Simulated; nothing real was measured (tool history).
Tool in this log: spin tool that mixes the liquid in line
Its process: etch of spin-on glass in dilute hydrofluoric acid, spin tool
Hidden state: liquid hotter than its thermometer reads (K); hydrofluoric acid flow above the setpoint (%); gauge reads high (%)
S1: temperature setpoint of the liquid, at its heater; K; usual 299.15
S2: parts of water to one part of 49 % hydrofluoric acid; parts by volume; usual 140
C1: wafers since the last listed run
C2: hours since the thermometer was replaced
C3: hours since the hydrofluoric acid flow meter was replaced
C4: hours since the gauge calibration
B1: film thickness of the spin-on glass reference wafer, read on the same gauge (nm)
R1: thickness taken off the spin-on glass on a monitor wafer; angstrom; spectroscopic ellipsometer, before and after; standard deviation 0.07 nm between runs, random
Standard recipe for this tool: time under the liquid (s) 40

Run 1, hour 0.0: usual settings but S1 296.65 K; C1 0; C2 640.6; C3 653.2; C4 127.8; B1 120.01. Result: R1 74.2 angstrom.
Run 2, hour 8.6: usual settings but S1 296.65 K; C1 119; C2 649.2; C3 661.8; C4 136.4; B1 120.03. Result: R1 71.8 angstrom.
Run 3, hour 15.9: usual settings but S1 296.65 K; C1 101; C2 656.5; C3 669.1; C4 143.7; B1 120.00. Result: R1 73.7 angstrom.
Run 4, hour 25.4: usual settings; C1 131; C2 666.0; C3 678.6; C4 153.2; B1 119.97. Result: R1 80.5 angstrom.
Run 5, hour 31.7: usual settings; C1 87; C2 672.3; C3 684.9; C4 159.5; B1 119.98. Result: R1 79.5 angstrom.
Run 6, hour 38.7: usual settings; C1 97; C2 679.3; C3 691.9; C4 166.5; B1 120.00. Result: R1 82.1 angstrom.
Run 7, hour 47.9: usual settings but S1 303.15 K; C1 127; C2 688.5; C3 701.1; C4 175.7; B1 120.00. Result: R1 94.2 angstrom.
Run 8, hour 61.0: usual settings but S1 303.15 K; C1 182; C2 701.6; C3 714.2; C4 188.8; B1 120.00. Result: R1 93.4 angstrom.
Run 9, hour 73.7: usual settings; C1 176; C2 714.3; C3 726.9; C4 201.5; B1 120.00. Result: R1 80.0 angstrom.
Run 10, hour 85.8: usual settings; C1 168; C2 726.4; C3 739.0; C4 213.6; B1 120.00. Result: R1 81.2 angstrom.
Run 11, hour 96.9: usual settings but time under the liquid (s) 60; C1 154; C2 737.5; C3 750.1; C4 224.7; B1 120.01. Result: R1 122.6 angstrom.
Run 12, hour 107.5: usual settings but time under the liquid (s) 60; C1 147; C2 748.1; C3 760.7; C4 235.3; B1 119.99. Result: R1 122.3 angstrom.
Run 13, hour 115.0: usual settings but time under the liquid (s) 45; C1 104; C2 755.6; C3 768.2; C4 242.8; B1 119.98. Result: R1 93.1 angstrom.
Run 14, hour 122.4: usual settings but time under the liquid (s) 45; C1 102; C2 763.0; C3 775.6; C4 250.2; B1 119.99. Result: R1 91.7 angstrom.
Run 15, hour 136.9: usual settings but time under the liquid (s) 45; C1 201; C2 777.5; C3 790.1; C4 264.7; B1 120.00. Result: R1 93.6 angstrom.
Run 16, hour 144.5: usual settings; C1 105; C2 785.1; C3 797.7; C4 272.3; B1 120.02. Result: R1 82.6 angstrom.
Run 17, hour 158.5: usual settings but S1 301.15 K, S2 180 parts by volume, time under the liquid (s) 25; C1 194; C2 799.1; C3 811.7; C4 286.3; B1 120.00. Result: R1 41.5 angstrom.
Run 18, hour 174.2: usual settings but S1 302.65 K, time under the liquid (s) 55; C1 218; C2 814.8; C3 827.4; C4 302.0; B1 120.01. Result: R1 129.1 angstrom.
Run 19, hour 183.2: usual settings but S1 302.15 K, S2 175 parts by volume; C1 125; C2 823.8; C3 836.4; C4 311.0; B1 120.01. Result: R1 71.3 angstrom.
Run 20, hour 190.6: usual settings but S2 95 parts by volume, time under the liquid (s) 30; C1 102; C2 831.2; C3 843.8; C4 318.4; B1 120.00. Result: R1 95.5 angstrom.
Run 21, hour 208.5: usual settings but S1 300.65 K, S2 100 parts by volume, time under the liquid (s) 65; C1 248; C2 849.1; C3 861.7; C4 336.3; B1 120.00. Result: R1 211.7 angstrom.
Run 22, hour 216.2: usual settings; C1 106; C2 856.8; C3 869.4; C4 344.0; B1 120.01. Result: R1 84.0 angstrom.

What does the tool deliver on the next run?
At hour 217.7: gauge calibrated.
Run 23, hour 232.0: usual settings but S1 301.65 K, time under the liquid (s) 35; C1 219; C2 872.6; C3 885.2; C4 14.3; B1 ?. Result: R1 ?.

{"run 23": {"B1": 120.0, "R1": 79.9}}
Without the tool's hidden state the same run would have given R1 70.1 angstrom.

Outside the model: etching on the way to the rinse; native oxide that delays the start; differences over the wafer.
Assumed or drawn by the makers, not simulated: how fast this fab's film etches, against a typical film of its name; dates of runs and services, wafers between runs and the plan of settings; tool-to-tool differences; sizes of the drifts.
